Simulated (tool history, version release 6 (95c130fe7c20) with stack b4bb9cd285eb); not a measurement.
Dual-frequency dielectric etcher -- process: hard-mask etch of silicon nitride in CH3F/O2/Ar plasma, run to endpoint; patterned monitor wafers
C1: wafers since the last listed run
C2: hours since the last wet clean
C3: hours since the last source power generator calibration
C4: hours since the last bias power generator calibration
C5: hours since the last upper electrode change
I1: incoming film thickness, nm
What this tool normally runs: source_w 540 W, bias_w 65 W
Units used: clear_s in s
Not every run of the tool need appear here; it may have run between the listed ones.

run 1 hour=0 | source_w=540 bias_w=65 | C1=0 C2=453.4 C3=3339.9 C4=3637.1 C5=1932.8 | I1=47.39 | clear_s=56.3
run 2 hour=26.8 | source_w=540 bias_w=65 | C1=195 C2=480.2 C3=3366.7 C4=3663.9 C5=1959.6 | I1=46.38 | clear_s=55.1
run 3 hour=43.8 | source_w=540 bias_w=65 | C1=123 C2=497.2 C3=3383.7 C4=3680.9 C5=1976.6 | I1=46.46 | clear_s=54.9
-- hour=74.2 wet clean of the chamber
run 4 hour=77.6 | source_w=540 bias_w=65 | C1=71 C2=3.4 C3=3417.5 C4=3714.7 C5=2010.4 | I1=46.57 | clear_s=56.4
run 5 hour=98.5 | source_w=640 bias_w=65 | C1=152 C2=24.3 C3=3438.4 C4=3735.6 C5=2031.3 | I1=46.98 | clear_s=52.7
run 6 hour=127.4 | source_w=620 bias_w=65 | C1=210 C2=53.2 C3=3467.3 C4=3764.5 C5=2060.2 | I1=46.96 | clear_s=53.3
run 7 hour=158.5 | source_w=620 bias_w=65 | C1=226 C2=84.3 C3=3498.4 C4=3795.6 C5=2091.3 | I1=46.87 | clear_s=53
run 8 hour=184 | source_w=540 bias_w=65 | C1=185 C2=109.8 C3=3523.9 C4=3821.1 C5=2116.8 | I1=46.63 | clear_s=56.4
run 9 hour=218.2 | source_w=540 bias_w=65 | C1=248 C2=144 C3=3558.1 C4=3855.3 C5=2151 | I1=47.02 | clear_s=56.9
run 10 hour=246.9 | source_w=540 bias_w=73 | C1=208 C2=172.7 C3=3586.8 C4=3884 C5=2179.7 | I1=46.26 | clear_s=53.6
run 11 hour=267.1 | source_w=540 bias_w=73 | C1=147 C2=192.9 C3=3607 C4=3904.2 C5=2199.9 | I1=46.68 | clear_s=54.1
run 12 hour=283 | source_w=540 bias_w=73 | C1=115 C2=208.8 C3=3622.9 C4=3920.1 C5=2215.8 | I1=46.87 | clear_s=54.5
run 13 hour=315.7 | source_w=540 bias_w=65 | C1=238 C2=241.5 C3=3655.6 C4=3952.8 C5=2248.5 | I1=47.16 | clear_s=56
run 14 hour=344.3 | source_w=540 bias_w=65 | C1=208 C2=270.1 C3=3684.2 C4=3981.4 C5=2277.1 | I1=46.76 | clear_s=55.6
-- hour=379.7 upper electrode replaced, of another model than before
run 15 hour=380.2 | source_w=540 bias_w=65 | C1=86 C2=306 C3=3720.1 C4=4017.3 C5=0.5 | I1=46.9 | clear_s=55.8
run 16 hour=380.6 | source_w=540 bias_w=52 | C1=2 C2=306.4 C3=3720.5 C4=4017.7 C5=0.9 | I1=46.38 | clear_s=59.9
run 17 hour=483.3 | source_w=580 bias_w=65 | C1=747 C2=409.1 C3=3823.2 C4=4120.4 C5=103.6 | I1=46.59 | clear_s=53.7
run 18 hour=518.1 | source_w=540 bias_w=59 | C1=253 C2=443.9 C3=3858 C4=4155.2 C5=138.4 | I1=46.73 | clear_s=57
run 19 hour=542.9 | source_w=410 bias_w=50 | C1=180 C2=468.7 C3=3882.8 C4=4180 C5=163.2 | I1=46.79 | clear_s=66.4
run 20 hour=555 | source_w=540 bias_w=70 | C1=88 C2=480.8 C3=3894.9 C4=4192.1 C5=175.3 | I1=46.47 | clear_s=53
-- hour=577.3 source power generator calibrated
-- hour=592.8 bias power generator calibrated
-- hour=611 wet clean of the chamber
run 21 hour=662.7 | source_w=610 bias_w=79 | C1=593 C2=51.7 C3=85.4 C4=69.9 C5=283 | I1=46.85 | clear_s=50.8
run 22 hour=694 | source_w=460 bias_w=71 | C1=227 C2=83 C3=116.7 C4=101.2 C5=314.3 | I1=46.93 | clear_s=58.2
run 23 hour=706.3 | source_w=540 bias_w=52 | C1=89 C2=95.3 C3=129 C4=113.5 C5=326.6 | I1=46.72 | clear_s=61.3
run 24 hour=730.4 | source_w=600 bias_w=50 | C1=175 C2=119.4 C3=153.1 C4=137.6 C5=350.7 | I1=46.6 | clear_s=59.7
run 25 hour=743.5 | source_w=590 bias_w=72 | C1=95 C2=132.5 C3=166.2 C4=150.7 C5=363.8 | I1=46.84 | clear_s=52.6
run 26 hour=759.8 | source_w=650 bias_w=60 | C1=118 C2=148.8 C3=182.5 C4=167 C5=380.1 | I1=46.52 | clear_s=54.3
run 27 hour=775.3 | source_w=540 bias_w=65 | C1=112 C2=164.3 C3=198 C4=182.5 C5=395.6 | I1=46.51 | clear_s=55.7
run 28 hour=797.5 | source_w=420 bias_w=51 | C1=161 C2=186.5 C3=220.2 C4=204.7 C5=417.8 | I1=46.55 | clear_s=66.2
run 29 hour=824 | source_w=410 bias_w=50 | C1=192 C2=213 C3=246.7 C4=231.2 C5=444.3 | I1=46.79 | clear_s=67.4
run 30 hour=852.6 | source_w=610 bias_w=71 | C1=208 C2=241.6 C3=275.3 C4=259.8 C5=472.9 | I1=46.49 | clear_s=51.9
run 31 hour=878.7 | source_w=540 bias_w=65 | C1=190 C2=267.7 C3=301.4 C4=285.9 C5=499 | I1=46.5 | clear_s=55.3
run 32 hour=903.8 | source_w=640 bias_w=73 | C1=182 C2=292.8 C3=326.5 C4=311 C5=524.1 | I1=47.84 | clear_s=51.9

What if the next run were any one of these 3? Each begins from the tool's condition after run 32:
run A hour=904.2 | source_w=540 bias_w=81 | C1=2 C2=293.2 C3=326.9 C4=311.4 C5=524.5 | I1=46.45 | clear_s=?
run B hour=904.2 | source_w=490 bias_w=61 | C1=2 C2=293.2 C3=326.9 C4=311.4 C5=524.5 | I1=46.45 | clear_s=?
run C hour=904.2 | source_w=430 bias_w=73 | C1=2 C2=293.2 C3=326.9 C4=311.4 C5=524.5 | I1=46.45 | clear_s=?

run=A clear_s=51.2
run=B clear_s=58.9
run=C clear_s=57.6
Had the tool no hidden state, the same runs would have come out as:
run=A clear_s=52
run=B clear_s=59.8
run=C clear_s=58.4
